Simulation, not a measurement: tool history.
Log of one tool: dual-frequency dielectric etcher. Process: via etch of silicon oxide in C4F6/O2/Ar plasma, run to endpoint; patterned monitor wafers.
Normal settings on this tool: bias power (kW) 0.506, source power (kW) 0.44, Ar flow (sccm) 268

run   hour  bias power (kW)  source power (kW)  Ar flow (sccm)  wafers since the last listed run  hours since the last wet clean  hours since the last bias power generator calibration  hours since the last source power generator calibration  hours since the last Ar flow controller change  hours since the last upper electrode change  incoming incoming film thickness, nm  endpoint time (s)
  1      0            0.506               0.44             268                                 0                           365.1                                                 4354.2                                                   2279.6                                          4206.6                                       5218.8                                  94.3               20.1
  2    8.4            0.506               0.44             268                                66                           373.5                                                 4362.6                                                     2288                                            4215                                       5227.2                                  96.1               20.4
  3   24.3            0.506               0.44             268                               126                           389.4                                                 4378.5                                                   2303.9                                          4230.9                                       5243.1                                  95.6               20.3
  4   36.4            0.474               0.44             292                                96                           401.5                                                 4390.6                                                     2316                                            4243                                       5255.2                                  95.6               20.9
  5   46.4            0.506               0.44             268                                79                           411.5                                                 4400.6                                                     2326                                            4253                                       5265.2                                  95.7               20.4
  6   56.8            0.506               0.44             268                                82                           421.9                                                   4411                                                   2336.4                                          4263.4                                       5275.6                                  95.6               20.4
  7   67.7            0.506               0.44             268                                86                           432.8                                                 4421.9                                                   2347.3                                          4274.3                                       5286.5                                  95.8               20.2
      77.7  -- Ar flow controller replaced
  8   78.2            0.506               0.44             268                                35                           443.3                                                 4432.4                                                   2357.8                                             0.5                                         5297                                  96.9               20.8
  9   94.7            0.506               0.44             268                               131                           459.8                                                 4448.9                                                   2374.3                                              17                                       5313.5                                  96.3               20.6
     101.7  -- source power generator calibrated
 10  103.6            0.506               0.44             268                                38                           468.7                                                 4457.8                                                      1.9                                            25.9                                       5322.4                                    96               20.5
 11  116.3            0.506               0.44             268                               101                           481.4                                                 4470.5                                                     14.6                                            38.6                                       5335.1                                  94.9               20.4
 12  122.8            0.582               0.52             214                                51                           487.9                                                   4477                                                     21.1                                            45.1                                       5341.6                                    96                 18
     138.4  -- bias power generator calibrated
     154.1  -- upper electrode replaced
     167.7  -- wet clean of the chamber
 13  168.2             0.57               0.44             268                                96                             0.5                                                   29.8                                                     66.5                                            90.5                                         14.1                                  95.9                 19
 14  168.5            0.506               0.44             268                                 2                             0.8                                                   30.1                                                     66.8                                            90.8                                         14.4                                    96                 20
 15  169.2            0.506               0.44             268                                 5                             1.5                                                   30.8                                                     67.5                                            91.5                                         15.1                                  95.4               19.8
 16  179.6            0.421               0.44             268                                82                            11.9                                                   41.2                                                     77.9                                           101.9                                         25.5                                  95.8                 21
 17  195.7            0.407               0.44             213                               128                              28                                                   57.3                                                       94                                             118                                         41.6                                  96.3               20.9
 18  209.9            0.506               0.41             268                               113                            42.2                                                   71.5                                                    108.2                                           132.2                                         55.8                                  95.1               20.3
 19  219.8            0.506               0.34             229                                78                            52.1                                                   81.4                                                    118.1                                           142.1                                         65.7                                  95.7               21.6

Here are 5 independent what-if runs from the current tool condition. What would each one return?
  A  220.2            0.506               0.44             268                                 3                            52.5                                                   81.8                                                    118.5                                           142.5                                         66.1                                  94.3                  ?
  B  220.2             0.42               0.49             295                                 3                            52.5                                                   81.8                                                    118.5                                           142.5                                         66.1                                  94.3                  ?
  C  220.2            0.506               0.44             324                                 3                            52.5                                                   81.8                                                    118.5                                           142.5                                         66.1                                  94.3                  ?
  D  220.2            0.388               0.48             268                                 3                            52.5                                                   81.8                                                    118.5                                           142.5                                         66.1                                  94.3                  ?
  E  220.2              0.4               0.36             207                                 3                            52.5                                                   81.8                                                    118.5                                           142.5                                         66.1                                  94.3                  ?

run  endpoint time (s)
  A               19.6
  B               20.2
  C               19.9
  D               20.7
  E               22.3
With the hidden condition removed and each run's random variation left untouched, the same runs would have given:
run  endpoint time (s)
  A               19.3
  B               19.9
  C               19.7
  D               20.4
  E               22.1
